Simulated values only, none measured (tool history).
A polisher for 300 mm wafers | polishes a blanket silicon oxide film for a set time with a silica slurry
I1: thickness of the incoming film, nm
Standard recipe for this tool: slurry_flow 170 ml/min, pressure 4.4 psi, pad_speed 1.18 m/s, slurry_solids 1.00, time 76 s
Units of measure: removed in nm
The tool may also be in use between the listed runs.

run 1 hour=0.0 | slurry_flow=170 pressure=4.4 pad_speed=1.18 slurry_solids=1.00 time=76 | I1=772.0 | removed=216.3
run 2 hour=49.5 | slurry_flow=170 pressure=4.4 pad_speed=1.18 slurry_solids=1.00 time=76 | I1=787.1 | removed=214.8
run 3 hour=90.6 | slurry_flow=170 pressure=3.6 pad_speed=1.18 slurry_solids=1.00 time=76 | I1=789.5 | removed=184.3
run 4 hour=141.1 | slurry_flow=170 pressure=4.4 pad_speed=1.18 slurry_solids=1.00 time=76 | I1=782.3 | removed=234.7
run 5 hour=189.1 | slurry_flow=170 pressure=4.4 pad_speed=0.78 slurry_solids=1.00 time=76 | I1=778.1 | removed=183.1
run 6 hour=296.8 | slurry_flow=170 pressure=4.4 pad_speed=1.40 slurry_solids=1.00 time=76 | I1=778.4 | removed=252.5
run 7 hour=403.3 | slurry_flow=110 pressure=5.1 pad_speed=1.52 slurry_solids=0.90 time=76 | I1=779.1 | removed=215.1
run 8 hour=444.6 | slurry_flow=170 pressure=3.2 pad_speed=1.38 slurry_solids=0.70 time=85 | I1=778.4 | removed=181.0
run 9 hour=534.2 | slurry_flow=170 pressure=4.4 pad_speed=1.18 slurry_solids=1.00 time=76 | I1=775.8 | removed=220.5
run 10 hour=619.9 | slurry_flow=120 pressure=3.6 pad_speed=1.18 slurry_solids=1.00 time=54 | I1=776.5 | removed=114.1
run 11 hour=689.9 | slurry_flow=205 pressure=5.8 pad_speed=1.56 slurry_solids=1.00 time=76 | I1=787.5 | removed=318.0
run 12 hour=744.3 | slurry_flow=120 pressure=5.8 pad_speed=0.78 slurry_solids=1.00 time=76 | I1=781.2 | removed=177.8
run 13 hour=794.7 | slurry_flow=170 pressure=4.4 pad_speed=1.18 slurry_solids=1.00 time=76 | I1=788.7 | removed=212.2
run 14 hour=855.9 | slurry_flow=170 pressure=4.4 pad_speed=1.18 slurry_solids=1.00 time=68 | I1=782.0 | removed=215.8
run 15 hour=893.7 | slurry_flow=170 pressure=4.4 pad_speed=1.60 slurry_solids=1.00 time=76 | I1=767.0 | removed=287.5
run 16 hour=935.5 | slurry_flow=170 pressure=4.4 pad_speed=1.18 slurry_solids=1.00 time=95 | I1=768.9 | removed=292.7
run 17 hour=1028.6 | slurry_flow=170 pressure=4.4 pad_speed=1.18 slurry_solids=1.00 time=76 | I1=768.2 | removed=231.5
run 18 hour=1087.0 | slurry_flow=170 pressure=4.4 pad_speed=1.18 slurry_solids=0.85 time=76 | I1=792.6 | removed=210.0
run 19 hour=1187.3 | slurry_flow=135 pressure=4.4 pad_speed=1.32 slurry_solids=0.80 time=76 | I1=776.2 | removed=201.8
run 20 hour=1276.0 | slurry_flow=170 pressure=4.4 pad_speed=1.18 slurry_solids=1.00 time=76 | I1=785.9 | removed=225.3
run 21 hour=1331.2 | slurry_flow=170 pressure=4.4 pad_speed=1.18 slurry_solids=1.00 time=76 | I1=788.5 | removed=223.0
run 22 hour=1600.7 | slurry_flow=170 pressure=4.4 pad_speed=1.18 slurry_solids=1.00 time=76 | I1=771.4 | removed=235.9
run 23 hour=1707.2 | slurry_flow=170 pressure=4.4 pad_speed=1.18 slurry_solids=1.10 time=76 | I1=783.4 | removed=240.7
run 24 hour=1806.2 | slurry_flow=170 pressure=4.4 pad_speed=1.18 slurry_solids=1.00 time=76 | I1=762.3 | removed=224.8
run 25 hour=1903.4 | slurry_flow=220 pressure=5.1 pad_speed=1.32 slurry_solids=1.20 time=76 | I1=779.7 | removed=309.1

Removed from this log: 14 entries logged between the listed runs. Between which two listed runs does each belong, and how does the tool's hidden state at the listed run before it compare with that at the listed run after it?
In the gap between runs 1 and 2: worn pad replaced by a new one, of another model than before (hour 38.6)
  time polished since the conditioner stopped cutting, s: 126 -> 134
  difference, measured minus the result without the unlogged condition, removed: -25.3 -> -26.6 nm
In the gap between runs 2 and 3: slurry blender recalibrated (hour 69.1)
  time polished since the conditioner stopped cutting, s: 134 -> 141
  difference, measured minus the result without the unlogged condition, removed: -26.6 -> -20.9 nm
In the gap between runs 3 and 4: conditioning disc replaced and pad reconditioned (hour 126.8)
  time polished since the conditioner stopped cutting, s: 141 -> 37.6
  difference, measured minus the result without the unlogged condition, removed: -20.9 -> -8.6 nm
In the gap between runs 6 and 7: head pressure recalibrated (hour 372.8)
  time polished since the conditioner stopped cutting, s: 63 -> 80.3
  difference, measured minus the result without the unlogged condition, removed: -17.2 -> -22.0 nm
In the gap between runs 7 and 8: slurry nozzle cleaned (hour 422.9)
  time polished since the conditioner stopped cutting, s: 80.3 -> 87.1
  difference, measured minus the result without the unlogged condition, removed: -22.0 -> -13.5 nm
In the gap between runs 10 and 11: worn pad replaced by a new one (hour 685.9)
  time polished since the conditioner stopped cutting, s: 116 -> 127
  difference, measured minus the result without the unlogged condition, removed: -10.7 -> -55.5 nm
In the gap between runs 13 and 14: conditioning disc replaced and pad reconditioned (hour 825.6)
  time polished since the conditioner stopped cutting, s: 144 -> 7.55
  difference, measured minus the result without the unlogged condition, removed: -28.1 -> -1.6 nm
In the gap between runs 14 and 15: slurry blender recalibrated (hour 887.5)
  time polished since the conditioner stopped cutting, s: 7.55 -> 13.7
  difference, measured minus the result without the unlogged condition, removed: -1.6 -> -4.9 nm
In the gap between runs 17 and 18: slurry nozzle cleaned (hour 1062.6); head pressure recalibrated (hour 1086.5)
  time polished since the conditioner stopped cutting, s: 35.7 -> 45.3
  difference, measured minus the result without the unlogged condition, removed: -8.1 -> -9.2 nm
In the gap between runs 20 and 21: worn pad replaced by a new one (hour 1319.7)
  time polished since the conditioner stopped cutting, s: 76.1 -> 85.1
  difference, measured minus the result without the unlogged condition, removed: -16.4 -> -17.9 nm
In the gap between runs 21 and 22: conditioning disc replaced and pad reconditioned (hour 1461.5)
  time polished since the conditioner stopped cutting, s: 85.1 -> 28.6
  difference, measured minus the result without the unlogged condition, removed: -17.9 -> -6.6 nm
In the gap between runs 22 and 23: slurry blender recalibrated (hour 1613.3)
  time polished since the conditioner stopped cutting, s: 28.6 -> 46
  difference, measured minus the result without the unlogged condition, removed: -6.6 -> -10.7 nm
In the gap between runs 24 and 25: slurry nozzle cleaned (hour 1822.3)
  time polished since the conditioner stopped cutting, s: 62.1 -> 78
  difference, measured minus the result without the unlogged condition, removed: -13.4 -> -27.7 nm
